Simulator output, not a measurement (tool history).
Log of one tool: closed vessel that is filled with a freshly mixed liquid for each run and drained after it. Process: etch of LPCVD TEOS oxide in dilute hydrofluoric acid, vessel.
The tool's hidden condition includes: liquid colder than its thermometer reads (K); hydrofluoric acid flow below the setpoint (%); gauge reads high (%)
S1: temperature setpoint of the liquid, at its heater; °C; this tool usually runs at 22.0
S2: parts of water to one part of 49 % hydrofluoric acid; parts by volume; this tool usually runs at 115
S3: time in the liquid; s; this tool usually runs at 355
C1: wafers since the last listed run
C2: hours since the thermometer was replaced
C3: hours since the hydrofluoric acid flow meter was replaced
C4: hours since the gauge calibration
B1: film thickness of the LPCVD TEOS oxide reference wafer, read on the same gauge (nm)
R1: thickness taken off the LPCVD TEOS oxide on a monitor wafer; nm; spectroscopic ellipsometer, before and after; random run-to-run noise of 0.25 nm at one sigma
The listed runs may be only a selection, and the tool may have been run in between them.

run,hour,S1,S2,S3,C1,C2,C3,C4,B1,R1
1,0.0,25.5,115,355,0,470.4,1295.9,989.3,30.06,52.19
2,138.7,25.5,115,355,14079,609.1,1434.6,1128.0,30.00,52.17
3,251.8,25.5,115,355,11480,722.2,1547.7,1241.1,30.00,52.00
4,288.0,22.0,115,355,3674,758.4,1583.9,1277.3,30.04,45.01
5,393.8,22.0,115,355,10739,864.2,1689.7,1383.1,29.98,45.24
6,431.3,22.0,115,355,3806,901.7,1727.2,1420.6,30.04,44.78
7,478.7,22.0,115,355,4811,949.1,1774.6,1468.0,29.98,44.64
# hour 488.6: hydrofluoric acid flow meter replaced
8,584.0,22.0,115,355,10587,1054.4,95.4,1573.3,30.01,46.73
# hour 588.2: gauge calibrated
9,665.2,22.0,115,355,8242,1135.6,176.6,77.0,29.97,46.80
10,758.8,22.0,115,355,9501,1229.2,270.2,170.6,30.00,46.92
11,798.4,25.0,115,355,4019,1268.8,309.8,210.2,30.01,52.21
12,839.3,23.5,135,230,4151,1309.7,350.7,251.1,30.02,26.78
# hour 841.4: thermometer replaced
13,933.4,22.0,115,355,9450,92.0,444.8,345.2,30.02,46.30
14,1028.2,27.0,115,355,9622,186.8,539.6,440.0,29.99,56.75
15,1337.7,18.5,115,355,31416,496.3,849.1,749.5,30.01,39.65
16,1429.3,22.0,115,235,9298,587.9,940.7,841.1,30.00,30.22
17,1473.9,17.0,60,500,4527,632.5,985.3,885.7,29.96,107.04
18,1527.1,22.0,115,355,5400,685.7,1038.5,938.9,30.01,45.43

What if the next run were any one of these 4? Each begins from the tool's condition after run 18:
A,1527.8,22.0,175,355,71,686.4,1039.2,939.6,?,?
B,1527.8,24.5,115,355,71,686.4,1039.2,939.6,?,?
C,1527.8,26.5,115,355,71,686.4,1039.2,939.6,?,?
D,1527.8,24.5,165,225,71,686.4,1039.2,939.6,?,?

run,B1,R1
A,29.99,28.07
B,29.99,50.47
C,29.99,54.50
D,29.99,20.98
Stripped of hidden state, with their random variation kept, the same runs would have yielded:
run,R1
A,29.63
B,53.15
C,57.42
D,22.14
